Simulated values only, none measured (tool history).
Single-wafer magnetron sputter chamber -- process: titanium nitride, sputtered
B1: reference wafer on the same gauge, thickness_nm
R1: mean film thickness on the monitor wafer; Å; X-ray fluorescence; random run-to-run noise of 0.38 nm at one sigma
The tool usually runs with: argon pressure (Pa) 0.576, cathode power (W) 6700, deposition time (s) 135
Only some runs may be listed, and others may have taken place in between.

run 1 hour=0 | argon_pressure_(Pa)=0.576 cathode_power_(W)=6700 deposition_time_(s)=124 | B1=131.02 | R1=1365.24
run 2 hour=53.2 | argon_pressure_(Pa)=0.576 cathode_power_(W)=6700 deposition_time_(s)=124 | B1=130.995 | R1=1365.6
-- hour=125.8 gauge calibrated
-- hour=192.2 sputter target and shields replaced
run 3 hour=232.4 | argon_pressure_(Pa)=0.576 cathode_power_(W)=5450 deposition_time_(s)=135 | B1=130.995 | R1=1255.47
run 4 hour=266.8 | argon_pressure_(Pa)=0.576 cathode_power_(W)=5450 deposition_time_(s)=135 | B1=130.941 | R1=1254.22
run 5 hour=296.7 | argon_pressure_(Pa)=0.576 cathode_power_(W)=5450 deposition_time_(s)=135 | B1=131.019 | R1=1251.78
run 6 hour=332.7 | argon_pressure_(Pa)=0.576 cathode_power_(W)=6700 deposition_time_(s)=118 | B1=130.917 | R1=1306.45
run 7 hour=367.5 | argon_pressure_(Pa)=0.576 cathode_power_(W)=6700 deposition_time_(s)=118 | B1=130.952 | R1=1302.66
run 8 hour=431.3 | argon_pressure_(Pa)=0.576 cathode_power_(W)=6700 deposition_time_(s)=118 | B1=131.026 | R1=1304.1
run 9 hour=481.9 | argon_pressure_(Pa)=0.576 cathode_power_(W)=5700 deposition_time_(s)=135 | B1=131.032 | R1=1297.49
run 10 hour=530.8 | argon_pressure_(Pa)=0.576 cathode_power_(W)=5700 deposition_time_(s)=135 | B1=131.051 | R1=1295.13
run 11 hour=578.5 | argon_pressure_(Pa)=0.576 cathode_power_(W)=5700 deposition_time_(s)=135 | B1=130.93 | R1=1296.29
run 12 hour=607.8 | argon_pressure_(Pa)=0.699 cathode_power_(W)=7750 deposition_time_(s)=135 | B1=130.957 | R1=1609.2
run 13 hour=652.7 | argon_pressure_(Pa)=0.576 cathode_power_(W)=6700 deposition_time_(s)=135 | B1=130.963 | R1=1483.73
run 14 hour=718 | argon_pressure_(Pa)=0.647 cathode_power_(W)=6700 deposition_time_(s)=117 | B1=130.965 | R1=1244.66
run 15 hour=756.1 | argon_pressure_(Pa)=0.647 cathode_power_(W)=6700 deposition_time_(s)=117 | B1=131.006 | R1=1251
-- hour=799.4 magnet pack replaced, of another model than before
run 16 hour=799.9 | argon_pressure_(Pa)=0.576 cathode_power_(W)=6050 deposition_time_(s)=135 | B1=130.997 | R1=1355.63
-- hour=810.8 sputter target and shields replaced
run 17 hour=851.4 | argon_pressure_(Pa)=0.51 cathode_power_(W)=5200 deposition_time_(s)=112 | B1=130.932 | R1=1014.3
run 18 hour=880.9 | argon_pressure_(Pa)=0.776 cathode_power_(W)=7850 deposition_time_(s)=110 | B1=131.016 | R1=1345.33
-- hour=918.1 capacitance manometer re-zeroed and calibrated
-- hour=923 gauge calibrated
run 19 hour=927.7 | argon_pressure_(Pa)=0.576 cathode_power_(W)=6700 deposition_time_(s)=135 | B1=130.973 | R1=1492.77
run 20 hour=1116.1 | argon_pressure_(Pa)=0.685 cathode_power_(W)=7400 deposition_time_(s)=110 | B1=130.967 | R1=1288.56
run 21 hour=1177.7 | argon_pressure_(Pa)=0.576 cathode_power_(W)=6700 deposition_time_(s)=135 | B1=131.03 | R1=1484.14
run 22 hour=1234.4 | argon_pressure_(Pa)=0.367 cathode_power_(W)=6700 deposition_time_(s)=135 | B1=131.041 | R1=1549.66
run 23 hour=1303.8 | argon_pressure_(Pa)=0.576 cathode_power_(W)=6700 deposition_time_(s)=135 | B1=131.081 | R1=1486.39
run 24 hour=1353.2 | argon_pressure_(Pa)=0.707 cathode_power_(W)=5950 deposition_time_(s)=155 | B1=131.051 | R1=1486.6
run 25 hour=1378.1 | argon_pressure_(Pa)=0.736 cathode_power_(W)=6700 deposition_time_(s)=135 | B1=130.989 | R1=1423.4
-- hour=1440.4 sputter target and shields replaced
run 26 hour=1440.9 | argon_pressure_(Pa)=0.576 cathode_power_(W)=6250 deposition_time_(s)=156 | B1=131.03 | R1=1632.86
run 27 hour=1499.7 | argon_pressure_(Pa)=0.576 cathode_power_(W)=6700 deposition_time_(s)=135 | B1=131.055 | R1=1500.66
run 28 hour=1556.2 | argon_pressure_(Pa)=0.368 cathode_power_(W)=7850 deposition_time_(s)=156 | B1=130.953 | R1=2084.32
run 29 hour=1611.9 | argon_pressure_(Pa)=0.576 cathode_power_(W)=6700 deposition_time_(s)=135 | B1=130.991 | R1=1490.63
run 30 hour=1668.7 | argon_pressure_(Pa)=0.734 cathode_power_(W)=7350 deposition_time_(s)=159 | B1=131.001 | R1=1850.79
run 31 hour=1733.9 | argon_pressure_(Pa)=0.576 cathode_power_(W)=6700 deposition_time_(s)=135 | B1=131.04 | R1=1492.21
run 32 hour=1776 | argon_pressure_(Pa)=0.576 cathode_power_(W)=5450 deposition_time_(s)=135 | B1=130.993 | R1=1248.89
-- hour=1804.3 gauge calibrated
run 33 hour=1817.6 | argon_pressure_(Pa)=0.437 cathode_power_(W)=7150 deposition_time_(s)=135 | B1=130.998 | R1=1624.02

Below are 4 alternative next runs, each starting from the tool's condition after run 33. Predict each:
run A hour=1818 | argon_pressure_(Pa)=0.576 cathode_power_(W)=6700 deposition_time_(s)=135 | B1=? | R1=?
run B hour=1818 | argon_pressure_(Pa)=0.576 cathode_power_(W)=6700 deposition_time_(s)=110 | B1=? | R1=?
run C hour=1818 | argon_pressure_(Pa)=0.576 cathode_power_(W)=5950 deposition_time_(s)=135 | B1=? | R1=?
run D hour=1818 | argon_pressure_(Pa)=0.576 cathode_power_(W)=5300 deposition_time_(s)=152 | B1=? | R1=?

run=A B1=130.995 R1=1486.7
run=B B1=130.995 R1=1211.38
run=C B1=130.995 R1=1342.79
run=D B1=130.995 R1=1371.46
Stripped of hidden state, with their random variation kept, the same runs would have yielded:
run=A R1=1497.14
run=B R1=1219.89
run=C R1=1352.22
run=D R1=1381.09
